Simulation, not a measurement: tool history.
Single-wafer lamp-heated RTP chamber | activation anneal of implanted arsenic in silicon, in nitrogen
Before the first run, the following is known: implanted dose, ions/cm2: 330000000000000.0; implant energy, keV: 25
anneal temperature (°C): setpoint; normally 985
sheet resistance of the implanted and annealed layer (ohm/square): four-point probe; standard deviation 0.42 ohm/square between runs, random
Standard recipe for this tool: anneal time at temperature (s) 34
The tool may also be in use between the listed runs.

run,day,anneal temperature (°C),anneal time at temperature (s),"read-back reference wafer on the same gauge, sheet resistance",sheet resistance of the implanted and annealed layer (ohm/square)
1,0.000,985,34,298.00,280.50
2,2.867,985,34,297.96,281.07
3,5.246,985,29,297.98,282.12
4,8.608,985,29,298.01,281.11
5,10.579,985,29,297.93,281.28
6,14.367,1009,34,298.04,278.69
7,18.046,1009,34,298.06,278.04
8,22.346,1003,34,298.00,279.32
9,23.900,1003,34,297.96,279.24
10,26.938,1003,34,297.98,279.72
11,29.479,1007,34,298.07,278.37
12,31.517,1007,34,298.05,278.92
13,34.921,985,34,298.04,281.44
14,37.092,985,20,298.01,283.15
15,40.704,985,20,297.93,282.93
16,43.021,985,34,298.10,281.62
17,46.067,985,28,298.10,282.14
18,47.888,985,34,297.95,281.06
19,50.996,977,43,298.02,280.30
20,52.867,985,52,297.94,279.00
21,55.283,1007,24,298.07,280.65
22,57.688,955,34,298.00,283.29
23,62.112,985,34,297.98,280.66
24,64.004,964,51,298.03,281.51
25,68.283,957,34,297.97,282.84
26,72.208,1001,21,298.03,282.11
27,82.896,965,29,297.95,283.81
28,84.712,1007,48,298.00,277.00
29,87.067,996,53,297.99,277.80
30,90.229,967,45,298.10,281.87
31,91.762,985,34,297.95,281.46

Missing from the log above: 5 entries noted between runs. For each, name the pair of listed runs it sits between and say how the tool's hidden condition differs from the listed run just before to the listed run just after:
After run 10, before run 11: pyrometer window cleaned and pyrometer calibrated (day 29.167)
  the hidden state is the same at both runs
After run 11, before run 12: reflector plate cleaned (day 30.821)
  the hidden state is the same at both runs
After run 16, before run 17: gauge calibrated (day 43.629)
  the hidden state is the same at both runs
After run 22, before run 23: reflector plate cleaned (day 60.642); pyrometer window cleaned and pyrometer calibrated (day 61.375)
  the hidden state is the same at both runs
